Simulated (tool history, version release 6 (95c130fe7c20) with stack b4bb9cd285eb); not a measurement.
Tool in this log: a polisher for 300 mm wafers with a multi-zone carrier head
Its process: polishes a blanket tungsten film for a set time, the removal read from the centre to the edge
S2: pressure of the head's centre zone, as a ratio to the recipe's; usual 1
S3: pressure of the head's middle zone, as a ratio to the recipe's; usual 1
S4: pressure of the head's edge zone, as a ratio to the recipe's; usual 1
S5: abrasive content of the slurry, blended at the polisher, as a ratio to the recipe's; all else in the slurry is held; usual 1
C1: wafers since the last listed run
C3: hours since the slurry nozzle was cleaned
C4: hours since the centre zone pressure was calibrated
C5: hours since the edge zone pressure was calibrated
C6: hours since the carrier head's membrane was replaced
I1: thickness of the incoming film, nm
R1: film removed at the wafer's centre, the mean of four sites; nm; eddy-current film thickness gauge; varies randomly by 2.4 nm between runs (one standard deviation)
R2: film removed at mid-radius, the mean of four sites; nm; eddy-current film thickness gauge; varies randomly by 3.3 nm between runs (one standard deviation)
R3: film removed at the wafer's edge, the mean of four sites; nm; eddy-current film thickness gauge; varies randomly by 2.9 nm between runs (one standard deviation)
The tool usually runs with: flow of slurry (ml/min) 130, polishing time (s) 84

run 1 hour=0 | flow_of_slurry_(ml/min)=130 S2=1 S3=1 S4=1 S5=1 polishing_time_(s)=66 | C1=0 wafers_polished_on_this_pad=3959 C3=69.7 C4=61.2 C5=486.9 C6=46.7 | I1=1504.3 | R1=218.1 R2=210.6 R3=216.3
run 2 hour=41.4 | flow_of_slurry_(ml/min)=130 S2=1 S3=1 S4=1 S5=1 polishing_time_(s)=84 | C1=292 wafers_polished_on_this_pad=4251 C3=111.1 C4=102.6 C5=528.3 C6=88.1 | I1=1525 | R1=277.6 R2=274.2 R3=280.7
run 3 hour=117 | flow_of_slurry_(ml/min)=130 S2=1 S3=1 S4=1 S5=1 polishing_time_(s)=84 | C1=533 wafers_polished_on_this_pad=4785 C3=186.7 C4=178.2 C5=603.9 C6=163.7 | I1=1521.6 | R1=272.1 R2=271.5 R3=283.7
-- hour=129.9 edge zone pressure recalibrated
-- hour=164.2 worn pad replaced by a new one
run 4 hour=184.1 | flow_of_slurry_(ml/min)=130 S2=1 S3=1 S4=1 S5=0.9 polishing_time_(s)=84 | C1=431 wafers_polished_on_this_pad=140 C3=253.8 C4=245.3 C5=54.2 C6=230.8 | I1=1502.4 | R1=261.4 R2=265.8 R3=269
run 5 hour=267.8 | flow_of_slurry_(ml/min)=145 S2=1 S3=1.07 S4=1.05 S5=1.1 polishing_time_(s)=84 | C1=590 wafers_polished_on_this_pad=731 C3=337.5 C4=329 C5=137.9 C6=314.5 | I1=1519.4 | R1=284.2 R2=294.8 R3=294.7
run 6 hour=315.8 | flow_of_slurry_(ml/min)=130 S2=1 S3=1 S4=1 S5=1 polishing_time_(s)=99 | C1=338 wafers_polished_on_this_pad=1070 C3=385.5 C4=377 C5=185.9 C6=362.5 | I1=1496.2 | R1=311.1 R2=322 R3=328.2
-- hour=580.3 slurry nozzle cleaned
run 7 hour=587 | flow_of_slurry_(ml/min)=130 S2=1.05 S3=1 S4=1 S5=1.15 polishing_time_(s)=84 | C1=1907 wafers_polished_on_this_pad=2977 C3=6.7 C4=648.2 C5=457.1 C6=633.7 | I1=1518 | R1=277.9 R2=281.6 R3=297.5
-- hour=667.4 centre zone pressure recalibrated
run 8 hour=667.9 | flow_of_slurry_(ml/min)=130 S2=1 S3=1 S4=1 S5=1 polishing_time_(s)=84 | C1=557 wafers_polished_on_this_pad=3534 C3=87.6 C4=0.5 C5=538 C6=714.6 | I1=1532.1 | R1=278.6 R2=276.8 R3=279.9
run 9 hour=705.4 | flow_of_slurry_(ml/min)=130 S2=1.12 S3=1.08 S4=0.94 S5=1 polishing_time_(s)=111 | C1=264 wafers_polished_on_this_pad=3799 C3=125.1 C4=38 C5=575.5 C6=752.1 | I1=1539 | R1=400.8 R2=372.9 R3=362.2
-- hour=719.5 worn pad replaced by a new one
-- hour=836.8 edge zone pressure recalibrated
run 10 hour=889.5 | flow_of_slurry_(ml/min)=130 S2=1 S3=1 S4=1 S5=1 polishing_time_(s)=84 | C1=1257 wafers_polished_on_this_pad=1185 C3=309.2 C4=222.1 C5=52.7 C6=936.2 | I1=1536.3 | R1=265 R2=271.5 R3=278.5
-- hour=941.5 carrier head's membrane replaced by a new one
run 11 hour=1061.3 | flow_of_slurry_(ml/min)=130 S2=0.88 S3=1 S4=1 S5=1 polishing_time_(s)=107 | C1=1177 wafers_polished_on_this_pad=2363 C3=481 C4=393.9 C5=224.5 C6=119.8 | I1=1499 | R1=300.2 R2=341 R3=358.2
run 12 hour=1200.6 | flow_of_slurry_(ml/min)=130 S2=1 S3=0.95 S4=1 S5=1.15 polishing_time_(s)=109 | C1=983 wafers_polished_on_this_pad=3347 C3=620.3 C4=533.2 C5=363.8 C6=259.1 | I1=1500.6 | R1=343.1 R2=339.9 R3=376.3
run 13 hour=1257.8 | flow_of_slurry_(ml/min)=130 S2=1 S3=0.91 S4=1 S5=1 polishing_time_(s)=56 | C1=403 wafers_polished_on_this_pad=3750 C3=677.5 C4=590.4 C5=421 C6=316.3 | I1=1510.9 | R1=166.1 R2=168.3 R3=189.3
-- hour=1283.7 worn pad replaced by a new one
run 14 hour=1294.6 | flow_of_slurry_(ml/min)=160 S2=1 S3=0.94 S4=1.04 S5=1 polishing_time_(s)=112 | C1=231 wafers_polished_on_this_pad=76 C3=714.3 C4=627.2 C5=457.8 C6=353.1 | I1=1537.8 | R1=353.9 R2=359.4 R3=389.2
-- hour=1304.8 slurry nozzle cleaned
-- hour=1366.7 centre zone pressure recalibrated
-- hour=1392.3 edge zone pressure recalibrated
run 15 hour=1393.7 | flow_of_slurry_(ml/min)=85 S2=1 S3=1.09 S4=0.89 S5=0.7 polishing_time_(s)=84 | C1=664 wafers_polished_on_this_pad=741 C3=88.9 C4=27 C5=1.4 C6=452.2 | I1=1550.2 | R1=214.4 R2=220.9 R3=215.6
run 16 hour=1575.2 | flow_of_slurry_(ml/min)=130 S2=1.05 S3=1 S4=1 S5=1 polishing_time_(s)=84 | C1=1281 wafers_polished_on_this_pad=2022 C3=270.4 C4=208.5 C5=182.9 C6=633.7 | I1=1526.3 | R1=279.5 R2=265.4 R3=278.8
run 17 hour=1624.6 | flow_of_slurry_(ml/min)=160 S2=1 S3=1.08 S4=1 S5=1.15 polishing_time_(s)=84 | C1=348 wafers_polished_on_this_pad=2371 C3=319.8 C4=257.9 C5=232.3 C6=683.1 | I1=1509.5 | R1=289.7 R2=305.7 R3=297.6
run 18 hour=1676.9 | flow_of_slurry_(ml/min)=130 S2=1 S3=1 S4=1 S5=1 polishing_time_(s)=84 | C1=369 wafers_polished_on_this_pad=2740 C3=372.1 C4=310.2 C5=284.6 C6=735.4 | I1=1520.4 | R1=259.6 R2=265.6 R3=280.4
run 19 hour=1753.9 | flow_of_slurry_(ml/min)=130 S2=1 S3=1 S4=1 S5=1 polishing_time_(s)=84 | C1=543 wafers_polished_on_this_pad=3284 C3=449.1 C4=387.2 C5=361.6 C6=812.4 | I1=1540.5 | R1=258.5 R2=265 R3=273.2
run 20 hour=1807.9 | flow_of_slurry_(ml/min)=165 S2=1 S3=1.11 S4=1 S5=1.1 polishing_time_(s)=84 | C1=381 wafers_polished_on_this_pad=3665 C3=503.1 C4=441.2 C5=415.6 C6=866.4 | I1=1544.5 | R1=277.3 R2=304.8 R3=292.7
-- hour=1861 worn pad replaced by a new one
run 21 hour=1876.7 | flow_of_slurry_(ml/min)=90 S2=0.93 S3=0.89 S4=1.05 S5=1 polishing_time_(s)=84 | C1=457 wafers_polished_on_this_pad=110 C3=571.9 C4=510 C5=484.4 C6=935.2 | I1=1506.6 | R1=210.3 R2=220.6 R3=272.1
-- hour=1941.8 centre zone pressure recalibrated
run 22 hour=1956.7 | flow_of_slurry_(ml/min)=145 S2=1.07 S3=1 S4=1 S5=1.2 polishing_time_(s)=84 | C1=550 wafers_polished_on_this_pad=661 C3=651.9 C4=14.9 C5=564.4 C6=1015.2 | I1=1520.2 | R1=318.4 R2=284.4 R3=301.1

How the hidden state differs across the entries between the runs, from the last listed run before each to the first after it:
After run 3, before run 4: edge zone pressure recalibrated (hour 129.9); worn pad replaced by a new one (hour 164.2)
  deviation of the centre zone's pressure from its setpoint, %: -1.03 -> -2.22
  measured less the result without the state, R1: -2.4 -> -4.9 nm
After run 6, before run 7: slurry nozzle cleaned (hour 580.3)
  deviation of the centre zone's pressure from its setpoint, %: -4.56 -> -9.37
  measured less the result without the state, R1: -12.4 -> -23.7 nm
After run 7, before run 8: centre zone pressure recalibrated (hour 667.4)
  deviation of the centre zone's pressure from its setpoint, %: -9.37 -> 0.476
  measured less the result without the state, R1: -23.7 -> +1.1 nm
After run 9, before run 10: worn pad replaced by a new one (hour 719.5); edge zone pressure recalibrated (hour 836.8)
  deviation of the centre zone's pressure from its setpoint, %: -0.189 -> -3.45
  measured less the result without the state, R1: -0.6 -> -7.9 nm
After run 10, before run 11: carrier head's membrane replaced by a new one (hour 941.5)
  deviation of the centre zone's pressure from its setpoint, %: -3.45 -> -6.5
  measured less the result without the state, R1: -7.9 -> -17.6 nm
After run 13, before run 14: worn pad replaced by a new one (hour 1283.7)
  deviation of the centre zone's pressure from its setpoint, %: -9.99 -> -10.6
  measured less the result without the state, R1: -15.2 -> -34.7 nm
After run 14, before run 15: slurry nozzle cleaned (hour 1304.8); centre zone pressure recalibrated (hour 1366.7); edge zone pressure recalibrated (hour 1392.3)
  deviation of the centre zone's pressure from its setpoint, %: -10.6 -> -0.386
  measured less the result without the state, R1: -34.7 -> -0.7 nm
After run 20, before run 21: worn pad replaced by a new one (hour 1861)
  deviation of the centre zone's pressure from its setpoint, %: -7.73 -> -8.95
  measured less the result without the state, R1: -19.3 -> -17.2 nm
After run 21, before run 22: centre zone pressure recalibrated (hour 1941.8)
  deviation of the centre zone's pressure from its setpoint, %: -8.95 -> 1.57
  measured less the result without the state, R1: -17.2 -> +4.1 nm

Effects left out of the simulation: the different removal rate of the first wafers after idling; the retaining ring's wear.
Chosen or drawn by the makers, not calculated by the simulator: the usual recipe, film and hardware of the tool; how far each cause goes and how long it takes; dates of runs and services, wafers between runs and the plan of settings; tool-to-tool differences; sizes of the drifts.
